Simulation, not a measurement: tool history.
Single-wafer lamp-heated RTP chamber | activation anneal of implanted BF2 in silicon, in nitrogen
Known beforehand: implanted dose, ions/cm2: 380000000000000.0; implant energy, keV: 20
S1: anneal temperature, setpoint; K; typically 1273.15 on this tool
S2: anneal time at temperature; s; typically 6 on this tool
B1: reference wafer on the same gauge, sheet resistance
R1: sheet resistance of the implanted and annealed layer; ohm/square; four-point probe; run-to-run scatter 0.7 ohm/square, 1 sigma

run	hour	S1	S2	B1	R1
1	0.0	1280.15	7	335.05	363.59
2	7.3	1280.15	7	335.15	363.78
3	18.1	1280.15	7	335.16	363.19
4	32.7	1273.15	8	334.85	364.47
5	48.4	1273.15	8	334.94	363.59
6	56.1	1273.15	8	335.09	364.38
7	62.4	1262.15	6	334.96	369.34
8	69.5	1262.15	6	335.07	370.64
9	86.8	1262.15	6	335.00	370.08
10	97.5	1273.15	6	335.19	365.17
11	106.0	1273.15	6	334.86	364.92
12	119.2	1273.15	6	334.91	365.65
13	127.7	1287.15	3	335.13	365.94
14	136.7	1273.15	6	335.30	365.84
15	146.1	1248.15	6	335.24	379.52
16	165.7	1273.15	8	335.00	362.44
17	175.6	1273.15	6	334.93	364.73
18	209.8	1244.15	9	334.96	373.30
19	220.6	1255.15	4	334.83	380.98
20	228.9	1258.15	6	334.88	376.79
21	239.3	1259.15	3	334.91	379.39
22	249.7	1249.15	3	335.22	388.29
23	266.8	1273.15	6	334.58	365.99
24	279.0	1273.15	4	334.72	366.95

Between the runs listed above, the log contained 4 entries, not reproduced here. Where in the sequence does each belong, and how does what the log doesn't record of the tool's condition differ from the listed run before to the listed run after?
Between runs 15 and 16: pyrometer window cleaned and pyrometer calibrated (hour 165.2)
  true wafer temperature minus pyrometer reading, K: 6.78 -> 12.5
  measured result minus the result with no hidden state, R1: -7.53 -> -3.27 ohm/square
Between runs 17 and 18: gauge calibrated (hour 184.6); reflector plate cleaned (hour 209.3)
  true wafer temperature minus pyrometer reading, K: 13.2 -> 15.2
  measured result minus the result with no hidden state, R1: -3.74 -> -16.49 ohm/square
Between runs 18 and 19: pyrometer window cleaned and pyrometer calibrated, repeated, since the last time left the tool worse (hour 220.1)
  true wafer temperature minus pyrometer reading, K: 15.2 -> 0.549
  measured result minus the result with no hidden state, R1: -16.49 -> -0.53 ohm/square
